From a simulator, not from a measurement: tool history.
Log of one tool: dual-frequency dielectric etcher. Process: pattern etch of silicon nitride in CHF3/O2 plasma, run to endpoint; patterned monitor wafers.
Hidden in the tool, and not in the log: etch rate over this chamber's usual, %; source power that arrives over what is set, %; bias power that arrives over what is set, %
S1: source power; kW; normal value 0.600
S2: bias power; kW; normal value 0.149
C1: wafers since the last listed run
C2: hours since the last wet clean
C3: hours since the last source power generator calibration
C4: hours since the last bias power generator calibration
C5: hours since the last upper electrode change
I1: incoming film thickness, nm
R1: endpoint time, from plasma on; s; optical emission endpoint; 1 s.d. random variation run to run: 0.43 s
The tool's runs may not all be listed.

| run | day | S1 | S2 | C1 | C2 | C3 | C4 | C5 | I1 | R1 |
|---|---|---|---|---|---|---|---|---|---|---|
| 1 | 0.000 | 0.600 | 0.149 | 0 | 101.0 | 2606.0 | 2349.5 | 2601.8 | 75.2 | 56.2 |
| 2 | 1.512 | 0.600 | 0.149 | 471 | 137.3 | 2642.3 | 2385.8 | 2638.1 | 75.3 | 55.7 |
| 3 | 2.925 | 0.600 | 0.149 | 440 | 171.2 | 2676.2 | 2419.7 | 2672.0 | 74.3 | 54.7 |
| 4 | 5.433 | 0.600 | 0.149 | 782 | 231.4 | 2736.4 | 2479.9 | 2732.2 | 74.6 | 55.5 |
| 5 | 7.346 | 0.600 | 0.149 | 596 | 277.3 | 2782.3 | 2525.8 | 2778.1 | 75.1 | 56.2 |
| 6 | 8.362 | 0.600 | 0.149 | 317 | 301.7 | 2806.7 | 2550.2 | 2802.5 | 75.0 | 56.0 |
| 7 | 9.933 | 0.600 | 0.134 | 489 | 339.4 | 2844.4 | 2587.9 | 2840.2 | 75.2 | 59.4 |
|  | 11.550 | wet clean of the chamber |
| 8 | 11.571 | 0.670 | 0.178 | 198 | 0.5 | 2883.7 | 2627.2 | 2879.5 | 74.9 | 47.6 |
| 9 | 14.021 | 0.670 | 0.178 | 764 | 59.3 | 2942.5 | 2686.0 | 2938.3 | 75.9 | 47.8 |
| 10 | 16.879 | 0.670 | 0.178 | 891 | 127.9 | 3011.1 | 2754.6 | 3006.9 | 75.3 | 48.2 |
| 11 | 18.829 | 0.600 | 0.133 | 608 | 174.7 | 3057.9 | 2801.4 | 3053.7 | 75.3 | 59.8 |
| 12 | 20.846 | 0.600 | 0.133 | 628 | 223.1 | 3106.3 | 2849.8 | 3102.1 | 75.4 | 59.6 |
| 13 | 22.875 | 0.600 | 0.133 | 632 | 271.8 | 3155.0 | 2898.5 | 3150.8 | 74.8 | 59.4 |
| 14 | 24.733 | 0.600 | 0.149 | 579 | 316.4 | 3199.6 | 2943.1 | 3195.4 | 75.4 | 56.0 |
|  | 26.554 | wet clean of the chamber |
| 15 | 26.725 | 0.560 | 0.174 | 309 | 4.1 | 3247.4 | 2990.9 | 3243.2 | 74.8 | 53.8 |
| 16 | 28.792 | 0.600 | 0.149 | 644 | 53.7 | 3297.0 | 3040.5 | 3292.8 | 75.6 | 56.3 |
|  | 31.104 | upper electrode replaced |
| 17 | 31.125 | 0.600 | 0.149 | 415 | 109.7 | 3353.0 | 3096.5 | 0.5 | 74.7 | 55.4 |
| 18 | 32.521 | 0.480 | 0.128 | 435 | 143.2 | 3386.5 | 3130.0 | 34.0 | 76.0 | 70.9 |
| 19 | 34.796 | 0.690 | 0.170 | 709 | 197.8 | 3441.1 | 3184.6 | 88.6 | 75.3 | 48.2 |
|  | 37.521 | source power generator calibrated |
| 20 | 37.538 | 0.540 | 0.149 | 803 | 263.6 | 0.4 | 3250.4 | 154.4 | 75.2 | 59.5 |
|  | 38.275 | bias power generator calibrated |
|  | 39.229 | wet clean of the chamber |
| 21 | 40.629 | 0.600 | 0.133 | 615 | 33.6 | 74.6 | 56.5 | 228.6 | 75.2 | 59.8 |
| 22 | 42.617 | 0.680 | 0.149 | 619 | 81.3 | 122.3 | 104.2 | 276.3 | 75.1 | 51.6 |
| 23 | 43.738 | 0.670 | 0.178 | 349 | 108.2 | 149.2 | 131.1 | 303.2 | 74.8 | 47.0 |
| 24 | 46.158 | 0.480 | 0.164 | 754 | 166.3 | 207.3 | 189.2 | 361.3 | 74.5 | 61.8 |
| 25 | 48.246 | 0.500 | 0.161 | 650 | 216.4 | 257.4 | 239.3 | 411.4 | 75.5 | 60.8 |
| 26 | 49.825 | 0.560 | 0.178 | 492 | 254.3 | 295.3 | 277.2 | 449.3 | 74.9 | 53.9 |
|  | 51.942 | wet clean of the chamber |
| 27 | 51.962 | 0.510 | 0.130 | 354 | 0.5 | 346.6 | 328.5 | 500.6 | 74.6 | 64.9 |
| 28 | 53.604 | 0.510 | 0.126 | 511 | 39.9 | 386.0 | 367.9 | 540.0 | 75.5 | 68.3 |
| 29 | 56.192 | 0.480 | 0.149 | 806 | 102.0 | 448.1 | 430.0 | 602.1 | 74.9 | 64.1 |

State the hidden condition of the tool at each of the runs:
etch rate over this chamber's usual, %: 0 on each run
source power that arrives over what is set, %: 0 on each run
bias power that arrives over what is set, %: 0 on each run

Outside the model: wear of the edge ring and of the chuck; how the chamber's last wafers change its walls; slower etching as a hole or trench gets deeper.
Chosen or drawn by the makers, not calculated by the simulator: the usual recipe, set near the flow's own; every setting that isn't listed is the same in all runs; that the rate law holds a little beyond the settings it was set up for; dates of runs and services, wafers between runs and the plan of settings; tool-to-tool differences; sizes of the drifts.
